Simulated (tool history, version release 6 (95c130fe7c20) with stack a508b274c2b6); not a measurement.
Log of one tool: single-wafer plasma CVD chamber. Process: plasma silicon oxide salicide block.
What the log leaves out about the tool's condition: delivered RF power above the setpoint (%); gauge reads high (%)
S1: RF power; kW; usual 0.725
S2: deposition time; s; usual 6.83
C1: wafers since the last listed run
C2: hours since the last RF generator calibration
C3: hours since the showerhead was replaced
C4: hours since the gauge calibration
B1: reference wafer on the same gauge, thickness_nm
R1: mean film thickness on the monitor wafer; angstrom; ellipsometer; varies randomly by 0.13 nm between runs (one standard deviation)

{"run": 1, "day": 0.0, "S1": 0.725, "S2": 6.83, "C1": 0, "C2": 743.4, "C3": 3721.4, "C4": 81.3, "B1": 85.101, "R1": 693.33}
{"run": 2, "day": 0.612, "S1": 0.725, "S2": 6.83, "C1": 369, "C2": 758.1, "C3": 3736.1, "C4": 96.0, "B1": 85.135, "R1": 689.33}
{"run": 3, "day": 1.142, "S1": 0.725, "S2": 6.83, "C1": 318, "C2": 770.8, "C3": 3748.8, "C4": 108.7, "B1": 85.124, "R1": 691.56}
{"run": 4, "day": 1.55, "S1": 0.725, "S2": 6.83, "C1": 246, "C2": 780.6, "C3": 3758.6, "C4": 118.5, "B1": 85.128, "R1": 690.75}
{"run": 5, "day": 2.196, "S1": 0.725, "S2": 6.83, "C1": 389, "C2": 796.1, "C3": 3774.1, "C4": 134.0, "B1": 85.101, "R1": 689.45}
{"run": 6, "day": 2.683, "S1": 0.725, "S2": 6.83, "C1": 293, "C2": 807.8, "C3": 3785.8, "C4": 145.7, "B1": 85.14, "R1": 689.2}
{"run": 7, "day": 3.262, "S1": 0.725, "S2": 6.83, "C1": 348, "C2": 821.7, "C3": 3799.7, "C4": 159.6, "B1": 85.115, "R1": 688.6}
{"run": 8, "day": 3.579, "S1": 0.625, "S2": 6.83, "C1": 190, "C2": 829.3, "C3": 3807.3, "C4": 167.2, "B1": 85.137, "R1": 646.14}
{"run": 9, "day": 3.862, "S1": 0.625, "S2": 6.83, "C1": 170, "C2": 836.1, "C3": 3814.1, "C4": 174.0, "B1": 85.1, "R1": 644.99}
{"run": 10, "day": 4.279, "S1": 0.725, "S2": 6.83, "C1": 251, "C2": 846.1, "C3": 3824.1, "C4": 184.0, "B1": 85.115, "R1": 687.33}
{"day": 4.288, "done": "gauge calibrated"}
{"run": 11, "day": 4.583, "S1": 0.765, "S2": 7.25, "C1": 183, "C2": 853.4, "C3": 3831.4, "C4": 7.1, "B1": 85.097, "R1": 749.01}
{"day": 5.117, "done": "RF generator calibrated"}
{"run": 12, "day": 6.396, "S1": 0.61, "S2": 6.26, "C1": 891, "C2": 30.7, "C3": 3874.9, "C4": 50.6, "B1": 85.111, "R1": 603.4}
{"day": 6.875, "done": "showerhead replaced"}
{"run": 13, "day": 6.896, "S1": 0.67, "S2": 6.47, "C1": 100, "C2": 42.7, "C3": 0.5, "C4": 62.6, "B1": 85.097, "R1": 645.85}
{"run": 14, "day": 7.354, "S1": 0.725, "S2": 6.83, "C1": 276, "C2": 53.7, "C3": 11.5, "C4": 73.6, "B1": 85.06, "R1": 709.68}
{"run": 15, "day": 8.088, "S1": 0.845, "S2": 7.41, "C1": 441, "C2": 71.3, "C3": 29.1, "C4": 91.2, "B1": 85.143, "R1": 817.48}
{"run": 16, "day": 8.783, "S1": 0.66, "S2": 6.83, "C1": 419, "C2": 88.0, "C3": 45.8, "C4": 107.9, "B1": 85.134, "R1": 677.96}
{"run": 17, "day": 9.092, "S1": 0.62, "S2": 5.68, "C1": 185, "C2": 95.4, "C3": 53.2, "C4": 115.3, "B1": 85.1, "R1": 550.03}
{"run": 18, "day": 9.708, "S1": 0.725, "S2": 6.83, "C1": 371, "C2": 110.2, "C3": 68.0, "C4": 130.1, "B1": 85.079, "R1": 708.14}
{"run": 19, "day": 10.388, "S1": 0.77, "S2": 6.83, "C1": 409, "C2": 126.5, "C3": 84.3, "C4": 146.4, "B1": 85.13, "R1": 726.13}
{"run": 20, "day": 10.679, "S1": 0.725, "S2": 6.23, "C1": 175, "C2": 133.5, "C3": 91.3, "C4": 153.4, "B1": 85.144, "R1": 643.28}

What differs in the tool's unlogged condition from the final listed run ahead of each entry between runs to the first listed run following it?
Between runs 10 and 11: gauge calibrated (day 4.288)
  delivered RF power above the setpoint (%): -7.52 -> -7.58
  measured minus no-state result, R1: -23.58 -> -25.92 angstrom
Between runs 11 and 12: RF generator calibrated (day 5.117)
  delivered RF power above the setpoint (%): -7.58 -> -0.842
  measured minus no-state result, R1: -25.92 -> -2.17 angstrom
Between runs 12 and 13: showerhead replaced (day 6.875)
  delivered RF power above the setpoint (%): -0.842 -> -0.938
  measured minus no-state result, R1: -2.17 -> -2.60 angstrom
